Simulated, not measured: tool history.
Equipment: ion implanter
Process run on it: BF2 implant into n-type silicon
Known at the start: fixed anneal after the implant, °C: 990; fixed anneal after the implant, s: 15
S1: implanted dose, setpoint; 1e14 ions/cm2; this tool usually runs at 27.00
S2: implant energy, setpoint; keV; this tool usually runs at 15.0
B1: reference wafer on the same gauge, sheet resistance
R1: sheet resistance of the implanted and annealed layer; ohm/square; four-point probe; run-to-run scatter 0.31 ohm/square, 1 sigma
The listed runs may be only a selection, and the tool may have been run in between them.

run 1 hour=0.0 | S1=27.00 S2=15.0 | B1=227.02 | R1=204.54
run 2 hour=16.5 | S1=27.00 S2=15.0 | B1=226.91 | R1=204.70
run 3 hour=27.8 | S1=27.00 S2=15.0 | B1=227.01 | R1=204.95
run 4 hour=38.4 | S1=27.00 S2=15.0 | B1=226.88 | R1=204.80
run 5 hour=49.0 | S1=22.10 S2=15.0 | B1=227.07 | R1=208.90
run 6 hour=61.9 | S1=22.10 S2=15.0 | B1=227.14 | R1=209.43
run 7 hour=76.2 | S1=25.06 S2=13.0 | B1=226.91 | R1=220.44
run 8 hour=85.3 | S1=27.00 S2=15.0 | B1=226.99 | R1=204.67
run 9 hour=92.0 | S1=27.00 S2=15.0 | B1=226.87 | R1=204.96
run 10 hour=103.5 | S1=27.00 S2=15.0 | B1=226.88 | R1=205.01
run 11 hour=109.7 | S1=27.00 S2=15.0 | B1=227.08 | R1=204.25
run 12 hour=119.3 | S1=27.00 S2=15.0 | B1=226.92 | R1=204.75
run 13 hour=136.3 | S1=20.60 S2=15.0 | B1=226.99 | R1=211.28
run 14 hour=144.4 | S1=20.60 S2=15.0 | B1=226.97 | R1=212.00
run 15 hour=157.1 | S1=20.60 S2=15.0 | B1=226.87 | R1=211.31
run 16 hour=168.0 | S1=27.00 S2=15.0 | B1=227.07 | R1=204.76
run 17 hour=176.1 | S1=21.63 S2=12.0 | B1=226.94 | R1=232.01
run 18 hour=185.3 | S1=19.36 S2=10.0 | B1=227.01 | R1=253.51
run 19 hour=195.6 | S1=27.00 S2=15.0 | B1=226.99 | R1=204.83
run 20 hour=232.6 | S1=27.00 S2=15.0 | B1=227.08 | R1=205.05
run 21 hour=244.6 | S1=23.88 S2=10.0 | B1=227.00 | R1=248.27
-- hour=252.4 gauge calibrated
-- hour=255.3 Faraday cup replaced and dose calibrated
-- hour=261.3 extraction supply calibrated
run 22 hour=261.8 | S1=27.00 S2=15.0 | B1=226.99 | R1=205.14
run 23 hour=272.3 | S1=23.69 S2=12.5 | B1=227.10 | R1=225.76
run 24 hour=285.7 | S1=27.00 S2=15.0 | B1=227.19 | R1=204.70
run 25 hour=313.9 | S1=27.00 S2=13.0 | B1=227.06 | R1=218.69
run 26 hour=327.4 | S1=27.00 S2=10.5 | B1=227.00 | R1=239.96
run 27 hour=345.4 | S1=29.06 S2=17.0 | B1=226.88 | R1=191.34
run 28 hour=358.2 | S1=22.39 S2=16.5 | B1=227.06 | R1=199.54
run 29 hour=364.9 | S1=22.10 S2=15.0 | B1=227.04 | R1=209.58
run 30 hour=375.9 | S1=22.12 S2=12.0 | B1=227.06 | R1=231.96
run 31 hour=390.4 | S1=23.13 S2=13.5 | B1=226.97 | R1=218.95
run 32 hour=403.6 | S1=27.00 S2=11.0 | B1=227.15 | R1=235.35
run 33 hour=421.5 | S1=20.07 S2=16.5 | B1=227.05 | R1=202.72

5 ways to go on from here, each from the tool as it stands after run 33. What would each give?
run A hour=421.9 | S1=27.00 S2=15.0 | B1=? | R1=?
run B hour=421.9 | S1=20.39 S2=15.0 | B1=? | R1=?
run C hour=421.9 | S1=27.00 S2=17.5 | B1=? | R1=?
run D hour=421.9 | S1=27.00 S2=17.0 | B1=? | R1=?
run E hour=421.9 | S1=21.94 S2=19.0 | B1=? | R1=?

run=A B1=227.01 R1=204.67
run=B B1=227.01 R1=211.27
run=C B1=227.01 R1=190.30
run=D B1=227.01 R1=192.96
run=E B1=227.01 R1=186.89
Had the tool no hidden state, the same runs would have come out as:
run=A R1=204.67
run=B R1=211.27
run=C R1=190.30
run=D R1=192.96
run=E R1=186.89

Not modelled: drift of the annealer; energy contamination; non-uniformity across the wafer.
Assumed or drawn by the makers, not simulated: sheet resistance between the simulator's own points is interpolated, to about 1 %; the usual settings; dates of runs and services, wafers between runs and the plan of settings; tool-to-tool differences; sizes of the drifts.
